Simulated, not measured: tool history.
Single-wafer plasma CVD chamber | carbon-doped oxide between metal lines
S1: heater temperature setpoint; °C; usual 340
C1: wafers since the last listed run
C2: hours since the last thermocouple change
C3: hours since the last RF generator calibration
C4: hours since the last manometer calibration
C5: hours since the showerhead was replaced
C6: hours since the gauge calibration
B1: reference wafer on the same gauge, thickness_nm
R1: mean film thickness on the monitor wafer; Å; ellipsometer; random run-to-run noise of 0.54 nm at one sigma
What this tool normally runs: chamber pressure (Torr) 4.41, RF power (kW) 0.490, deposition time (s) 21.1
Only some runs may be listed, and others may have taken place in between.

run 1 hour=0.0 | S1=340 chamber_pressure_(Torr)=4.41 RF_power_(kW)=0.520 deposition_time_(s)=21.1 | C1=0 C2=1752.2 C3=700.9 C4=474.6 C5=6097.6 C6=328.9 | B1=112.107 | R1=1029.13
run 2 hour=39.1 | S1=340 chamber_pressure_(Torr)=4.41 RF_power_(kW)=0.520 deposition_time_(s)=21.1 | C1=1195 C2=1791.3 C3=740.0 C4=513.7 C5=6136.7 C6=368.0 | B1=112.134 | R1=1045.77
run 3 hour=72.4 | S1=340 chamber_pressure_(Torr)=4.41 RF_power_(kW)=0.520 deposition_time_(s)=21.1 | C1=1018 C2=1824.6 C3=773.3 C4=547.0 C5=6170.0 C6=401.3 | B1=112.066 | R1=1038.35
run 4 hour=125.9 | S1=340 chamber_pressure_(Torr)=4.41 RF_power_(kW)=0.490 deposition_time_(s)=21.1 | C1=1635 C2=1878.1 C3=826.8 C4=600.5 C5=6223.5 C6=454.8 | B1=112.048 | R1=996.54
-- hour=261.4 gauge calibrated
-- hour=272.7 thermocouple changed; heater temperature recalibrated
run 5 hour=273.2 | S1=340 chamber_pressure_(Torr)=4.41 RF_power_(kW)=0.490 deposition_time_(s)=21.1 | C1=4259 C2=0.5 C3=974.1 C4=747.8 C5=6370.8 C6=11.8 | B1=112.173 | R1=1002.99
run 6 hour=315.6 | S1=340 chamber_pressure_(Torr)=4.41 RF_power_(kW)=0.490 deposition_time_(s)=19.8 | C1=1296 C2=42.9 C3=1016.5 C4=790.2 C5=6413.2 C6=54.2 | B1=112.169 | R1=936.76
-- hour=374.2 showerhead replaced
-- hour=383.4 RF generator calibrated
run 7 hour=383.9 | S1=340 chamber_pressure_(Torr)=4.41 RF_power_(kW)=0.490 deposition_time_(s)=19.8 | C1=1599 C2=111.2 C3=0.5 C4=858.5 C5=9.7 C6=122.5 | B1=112.130 | R1=947.85
run 8 hour=446.1 | S1=340 chamber_pressure_(Torr)=4.10 RF_power_(kW)=0.585 deposition_time_(s)=22.6 | C1=1901 C2=173.4 C3=62.7 C4=920.7 C5=71.9 C6=184.7 | B1=112.068 | R1=1175.78
-- hour=489.4 capacitance manometer re-zeroed and calibrated
run 9 hour=497.2 | S1=340 chamber_pressure_(Torr)=4.41 RF_power_(kW)=0.545 deposition_time_(s)=21.1 | C1=1317 C2=224.5 C3=113.8 C4=7.8 C5=123.0 C6=235.8 | B1=112.027 | R1=1071.34
run 10 hour=567.8 | S1=340 chamber_pressure_(Torr)=4.41 RF_power_(kW)=0.490 deposition_time_(s)=21.1 | C1=2158 C2=295.1 C3=184.4 C4=78.4 C5=193.6 C6=306.4 | B1=112.103 | R1=1000.25
run 11 hour=608.9 | S1=340 chamber_pressure_(Torr)=4.41 RF_power_(kW)=0.490 deposition_time_(s)=21.1 | C1=1256 C2=336.2 C3=225.5 C4=119.5 C5=234.7 C6=347.5 | B1=112.094 | R1=1002.72
run 12 hour=641.1 | S1=326 chamber_pressure_(Torr)=4.41 RF_power_(kW)=0.440 deposition_time_(s)=19.3 | C1=984 C2=368.4 C3=257.7 C4=151.7 C5=266.9 C6=379.7 | B1=112.148 | R1=888.70
run 13 hour=669.7 | S1=340 chamber_pressure_(Torr)=4.41 RF_power_(kW)=0.490 deposition_time_(s)=25.3 | C1=874 C2=397.0 C3=286.3 C4=180.3 C5=295.5 C6=408.3 | B1=112.198 | R1=1182.99
run 14 hour=749.6 | S1=340 chamber_pressure_(Torr)=4.75 RF_power_(kW)=0.490 deposition_time_(s)=21.1 | C1=2443 C2=476.9 C3=366.2 C4=260.2 C5=375.4 C6=488.2 | B1=112.025 | R1=1013.52
run 15 hour=799.8 | S1=340 chamber_pressure_(Torr)=4.41 RF_power_(kW)=0.490 deposition_time_(s)=24.1 | C1=1534 C2=527.1 C3=416.4 C4=310.4 C5=425.6 C6=538.4 | B1=112.007 | R1=1141.61

What was the tool's hidden state at every run in the log?
wafer temperature above the value expected at the setpoint (K): 0 in every run
delivered RF power above the setpoint (%): 0 in every run
true pressure above the setpoint (%): 0 in every run
gauge reads high (%): 0 in every run
